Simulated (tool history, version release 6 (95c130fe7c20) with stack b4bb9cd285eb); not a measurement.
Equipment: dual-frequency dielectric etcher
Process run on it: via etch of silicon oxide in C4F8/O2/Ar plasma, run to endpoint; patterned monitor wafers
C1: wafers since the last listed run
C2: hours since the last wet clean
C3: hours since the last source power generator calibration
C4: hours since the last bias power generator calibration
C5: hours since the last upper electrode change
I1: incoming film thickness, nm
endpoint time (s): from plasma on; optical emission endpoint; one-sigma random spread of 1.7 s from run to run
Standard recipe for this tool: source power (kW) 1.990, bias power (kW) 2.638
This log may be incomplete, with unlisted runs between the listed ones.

{"run": 1, "hour": 0.0, "source power (kW)": 1.99, "bias power (kW)": 2.638, "C1": 0, "C2": 457.8, "C3": 746.9, "C4": 2276.2, "C5": 4273.3, "I1": 1385.0, "endpoint time (s)": 228.8}
{"run": 2, "hour": 51.0, "source power (kW)": 1.79, "bias power (kW)": 2.406, "C1": 193, "C2": 508.8, "C3": 797.9, "C4": 2327.2, "C5": 4324.3, "I1": 1407.8, "endpoint time (s)": 250.6}
{"hour": 113.6, "done": "wet clean of the chamber"}
{"run": 3, "hour": 114.1, "source power (kW)": 1.79, "bias power (kW)": 2.406, "C1": 148, "C2": 0.5, "C3": 861.0, "C4": 2390.3, "C5": 4387.4, "I1": 1390.9, "endpoint time (s)": 259.4}
{"run": 4, "hour": 165.0, "source power (kW)": 1.99, "bias power (kW)": 2.9, "C1": 193, "C2": 51.4, "C3": 911.9, "C4": 2441.2, "C5": 4438.3, "I1": 1393.0, "endpoint time (s)": 227.2}
{"run": 5, "hour": 200.4, "source power (kW)": 1.99, "bias power (kW)": 2.9, "C1": 134, "C2": 86.8, "C3": 947.3, "C4": 2476.6, "C5": 4473.7, "I1": 1389.5, "endpoint time (s)": 226.1}
{"run": 6, "hour": 248.6, "source power (kW)": 1.99, "bias power (kW)": 2.9, "C1": 183, "C2": 135.0, "C3": 995.5, "C4": 2524.8, "C5": 4521.9, "I1": 1400.1, "endpoint time (s)": 225.5}
{"run": 7, "hour": 276.3, "source power (kW)": 1.99, "bias power (kW)": 2.638, "C1": 105, "C2": 162.7, "C3": 1023.2, "C4": 2552.5, "C5": 4549.6, "I1": 1401.6, "endpoint time (s)": 235.7}
{"run": 8, "hour": 332.3, "source power (kW)": 1.99, "bias power (kW)": 2.638, "C1": 212, "C2": 218.7, "C3": 1079.2, "C4": 2608.5, "C5": 4605.6, "I1": 1406.1, "endpoint time (s)": 234.3}
{"run": 9, "hour": 394.3, "source power (kW)": 1.99, "bias power (kW)": 2.638, "C1": 235, "C2": 280.7, "C3": 1141.2, "C4": 2670.5, "C5": 4667.6, "I1": 1396.0, "endpoint time (s)": 230.6}
{"run": 10, "hour": 481.6, "source power (kW)": 1.99, "bias power (kW)": 3.057, "C1": 331, "C2": 368.0, "C3": 1228.5, "C4": 2757.8, "C5": 4754.9, "I1": 1403.6, "endpoint time (s)": 214.3}
{"run": 11, "hour": 534.8, "source power (kW)": 1.99, "bias power (kW)": 3.057, "C1": 202, "C2": 421.2, "C3": 1281.7, "C4": 2811.0, "C5": 4808.1, "I1": 1400.9, "endpoint time (s)": 216.4}
{"run": 12, "hour": 593.5, "source power (kW)": 1.65, "bias power (kW)": 2.638, "C1": 223, "C2": 479.9, "C3": 1340.4, "C4": 2869.7, "C5": 4866.8, "I1": 1385.2, "endpoint time (s)": 243.2}
{"run": 13, "hour": 643.7, "source power (kW)": 1.65, "bias power (kW)": 2.638, "C1": 190, "C2": 530.1, "C3": 1390.6, "C4": 2919.9, "C5": 4917.0, "I1": 1387.1, "endpoint time (s)": 242.3}
{"run": 14, "hour": 682.0, "source power (kW)": 1.65, "bias power (kW)": 2.999, "C1": 145, "C2": 568.4, "C3": 1428.9, "C4": 2958.2, "C5": 4955.3, "I1": 1405.1, "endpoint time (s)": 232.3}
{"run": 15, "hour": 732.8, "source power (kW)": 1.99, "bias power (kW)": 2.638, "C1": 193, "C2": 619.2, "C3": 1479.7, "C4": 3009.0, "C5": 5006.1, "I1": 1404.6, "endpoint time (s)": 229.1}
{"run": 16, "hour": 787.2, "source power (kW)": 1.79, "bias power (kW)": 2.406, "C1": 206, "C2": 673.6, "C3": 1534.1, "C4": 3063.4, "C5": 5060.5, "I1": 1398.4, "endpoint time (s)": 244.4}
{"hour": 832.2, "done": "wet clean of the chamber"}
{"run": 17, "hour": 856.0, "source power (kW)": 2.18, "bias power (kW)": 2.638, "C1": 170, "C2": 23.8, "C3": 1602.9, "C4": 3132.2, "C5": 5129.3, "I1": 1391.1, "endpoint time (s)": 229.1}
{"hour": 885.9, "done": "bias power generator calibrated"}
{"hour": 908.9, "done": "upper electrode replaced"}
{"run": 18, "hour": 909.4, "source power (kW)": 2.31, "bias power (kW)": 2.325, "C1": 100, "C2": 77.2, "C3": 1656.3, "C4": 23.5, "C5": 0.5, "I1": 1393.3, "endpoint time (s)": 238.3}
{"run": 19, "hour": 949.2, "source power (kW)": 1.76, "bias power (kW)": 2.993, "C1": 151, "C2": 117.0, "C3": 1696.1, "C4": 63.3, "C5": 40.3, "I1": 1408.5, "endpoint time (s)": 236.9}
{"hour": 962.3, "done": "source power generator calibrated"}
{"run": 20, "hour": 994.9, "source power (kW)": 1.54, "bias power (kW)": 2.441, "C1": 158, "C2": 162.7, "C3": 32.6, "C4": 109.0, "C5": 86.0, "I1": 1401.9, "endpoint time (s)": 270.2}
{"run": 21, "hour": 1030.5, "source power (kW)": 1.99, "bias power (kW)": 2.638, "C1": 135, "C2": 198.3, "C3": 68.2, "C4": 144.6, "C5": 121.6, "I1": 1413.2, "endpoint time (s)": 235.4}
{"run": 22, "hour": 1078.8, "source power (kW)": 1.99, "bias power (kW)": 2.638, "C1": 183, "C2": 246.6, "C3": 116.5, "C4": 192.9, "C5": 169.9, "I1": 1409.0, "endpoint time (s)": 237.4}
{"run": 23, "hour": 1114.9, "source power (kW)": 1.99, "bias power (kW)": 2.638, "C1": 137, "C2": 282.7, "C3": 152.6, "C4": 229.0, "C5": 206.0, "I1": 1387.5, "endpoint time (s)": 232.0}

What does the tool deliver on the next run?
{"run": 24, "hour": 1158.1, "source power (kW)": 1.55, "bias power (kW)": 3.137, "C1": 164, "C2": 325.9, "C3": 195.8, "C4": 272.2, "C5": 249.2, "I1": 1404.4, "endpoint time (s)": "?"}

{"run 24": {"endpoint time (s)": 236.6}}
With the hidden condition absent and the run-to-run variation left alone, this run would have shown endpoint time (s) 241.8.

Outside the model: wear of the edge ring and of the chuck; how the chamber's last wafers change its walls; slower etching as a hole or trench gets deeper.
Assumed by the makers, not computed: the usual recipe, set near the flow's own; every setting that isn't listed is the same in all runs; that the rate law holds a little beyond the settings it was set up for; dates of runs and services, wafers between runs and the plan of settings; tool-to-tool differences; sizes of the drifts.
